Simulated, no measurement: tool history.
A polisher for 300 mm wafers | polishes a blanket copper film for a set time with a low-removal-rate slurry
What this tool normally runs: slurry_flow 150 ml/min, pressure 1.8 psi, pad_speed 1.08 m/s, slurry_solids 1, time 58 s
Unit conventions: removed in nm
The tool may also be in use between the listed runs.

run   hour  slurry_flow  pressure  pad_speed  slurry_solids  time  wafers since the last listed run  wafers polished on this pad  hours since the slurry nozzle was cleaned  hours since the head pressure was calibrated  hours since the slurry blender was calibrated  incoming thickness of the incoming film, nm  removed
  1      0          150       1.8       1.08              1    58                                 0                          523                                      437.9                                         715.9                                          143.4                                       1386.6      100
  2    7.2          150       1.8       1.08              1    58                                90                          613                                      445.1                                         723.1                                          150.6                                       1383.1     99.3
  3   13.8          150       1.8       1.08              1    58                                83                          697                                      451.7                                         729.7                                          157.2                                       1365.3       98
  4   24.8          150       1.8       1.38              1    58                               138                          836                                      462.7                                         740.7                                          168.2                                         1341    119.2
  5   33.5          150       1.8       1.08            1.2    58                               109                          946                                      471.4                                         749.4                                          176.9                                       1355.4    104.2
  6     46          150       1.8       1.08              1    58                               157                         1103                                      483.9                                         761.9                                          189.4                                       1356.7     96.2
      62.7  -- worn pad replaced by a new one
  7   63.2          135       1.8       1.08              1    58                               166                            6                                      501.1                                         779.1                                          206.6                                       1345.5     96.9
      71.4  -- slurry nozzle cleaned
      72.5  -- head pressure recalibrated
  8     73          135       1.8       1.08              1    58                                96                          102                                        1.6                                           0.5                                          216.4                                         1372     98.7
  9   88.3          150       1.8       1.08              1    58                               193                          295                                       16.9                                          15.8                                          231.7                                       1369.3     97.8
 10  104.4          150       1.8       1.08              1    58                               203                          498                                         33                                          31.9                                          247.8                                         1355       96
 11  113.5          150       1.8       1.08              1    58                               114                          613                                       42.1                                            41                                          256.9                                       1380.4     96.7
 12  129.9          150       1.5       1.08              1    58                               207                          820                                       58.5                                          57.4                                          273.3                                       1355.9       86
 13  137.6          150       1.5       1.08              1    58                                97                          917                                       66.2                                          65.1                                            281                                       1350.6       85
 14    155          150       1.8       1.26              1    58                               219                         1137                                       83.6                                          82.5                                          298.4                                       1356.8      109
     172.5  -- worn pad replaced by a new one
 15    173          120       1.5       1.38            0.9    58                               176                            6                                      101.6                                         100.5                                          316.4                                       1371.9     99.1
 16  186.2          120       1.5       1.38            0.9    58                               166                          172                                      114.8                                         113.7                                          329.6                                       1374.4      100
 17  194.5          150       1.8       1.08              1    58                               104                          277                                      123.1                                           122                                          337.9                                       1373.7     97.7
 18  204.9          150       1.8       1.08              1    58                               131                          408                                      133.5                                         132.4                                          348.3                                       1344.8     98.4
 19  218.9          150       1.8       0.72            0.7    58                               176                          585                                      147.5                                         146.4                                          362.3                                         1389     60.3
 20    234          130       2.1       1.08           1.25    58                               190                          776                                      162.6                                         161.5                                          377.4                                       1364.5    114.6
     253.4  -- slurry blender recalibrated
 21  253.9          190       1.8       1.42              1    58                               226                         1002                                      182.5                                         181.4                                            0.5                                       1378.3    126.1
 22    263          150       1.8        1.4              1    75                               114                         1117                                      191.6                                         190.5                                            9.6                                       1385.1    152.9

Run 23 has not been measured yet. What should we expect?
 23  271.4          135       1.3       0.94           1.25    58                               106                         1223                                        200                                         198.9                                             18                                       1391.7        ?

{"run 23": {"removed": 72.8}}
Minus the tool's unlogged condition, the same run would have read removed 76.4 nm.
